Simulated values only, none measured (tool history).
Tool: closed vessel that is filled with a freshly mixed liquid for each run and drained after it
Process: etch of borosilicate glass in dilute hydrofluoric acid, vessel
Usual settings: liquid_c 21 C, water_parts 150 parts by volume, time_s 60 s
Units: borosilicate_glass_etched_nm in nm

| run | hour | liquid_c | water_parts | time_s | read-back film thickness of the borosilicate glass reference wafer, read on the same gauge (nm) | borosilicate_glass_etched_nm |
|---|---|---|---|---|---|---|
| 1 | 0 | 21 | 120 | 35 | 111.59 | 7.61 |
| 2 | 27.6 | 21 | 105 | 60 | 111.64 | 15.12 |
| 3 | 56.1 | 21 | 105 | 60 | 111.66 | 15.09 |
| 4 | 77.3 | 21 | 105 | 60 | 111.66 | 15.24 |
| 5 | 99.1 | 21 | 150 | 60 | 111.71 | 10.09 |
| 6 | 120.8 | 21 | 120 | 45 | 111.68 | 9.85 |
|  | 140 | gauge calibrated |
| 7 | 141.9 | 21 | 120 | 45 | 109.97 | 9.64 |
| 8 | 173.2 | 21 | 185 | 60 | 110.36 | 7.88 |
| 9 | 187.7 | 17 | 150 | 70 | 110.5 | 9.9 |
| 10 | 207.2 | 18 | 185 | 60 | 110.67 | 6.97 |
| 11 | 222.7 | 21 | 150 | 60 | 110.8 | 10 |
|  | 229 | hydrofluoric acid flow meter replaced |
| 12 | 238.5 | 24 | 190 | 85 | 110.93 | 12.1 |
|  | 243.6 | thermometer replaced |
| 13 | 251.3 | 21 | 195 | 90 | 111 | 11.03 |
| 14 | 284.5 | 23 | 150 | 60 | 111.17 | 10.85 |
| 15 | 309.2 | 18 | 185 | 60 | 111.27 | 7.01 |
| 16 | 331.6 | 21 | 150 | 60 | 111.4 | 10.16 |

The same runs without the tool's hidden state, with the same run-to-run variation:
The hidden state here: liquid hotter than its thermometer reads (K); hydrofluoric acid flow above the setpoint (%); gauge reads high (%).
| run | borosilicate_glass_etched_nm |
|---|---|
| 1 | 7.51 |
| 2 | 14.9 |
| 3 | 14.87 |
| 4 | 15.02 |
| 5 | 9.94 |
| 6 | 9.7 |
| 7 | 9.64 |
| 8 | 7.85 |
| 9 | 9.85 |
| 10 | 6.93 |
| 11 | 9.93 |
| 12 | 12 |
| 13 | 10.93 |
| 14 | 10.73 |
| 15 | 6.93 |
| 16 | 10.04 |

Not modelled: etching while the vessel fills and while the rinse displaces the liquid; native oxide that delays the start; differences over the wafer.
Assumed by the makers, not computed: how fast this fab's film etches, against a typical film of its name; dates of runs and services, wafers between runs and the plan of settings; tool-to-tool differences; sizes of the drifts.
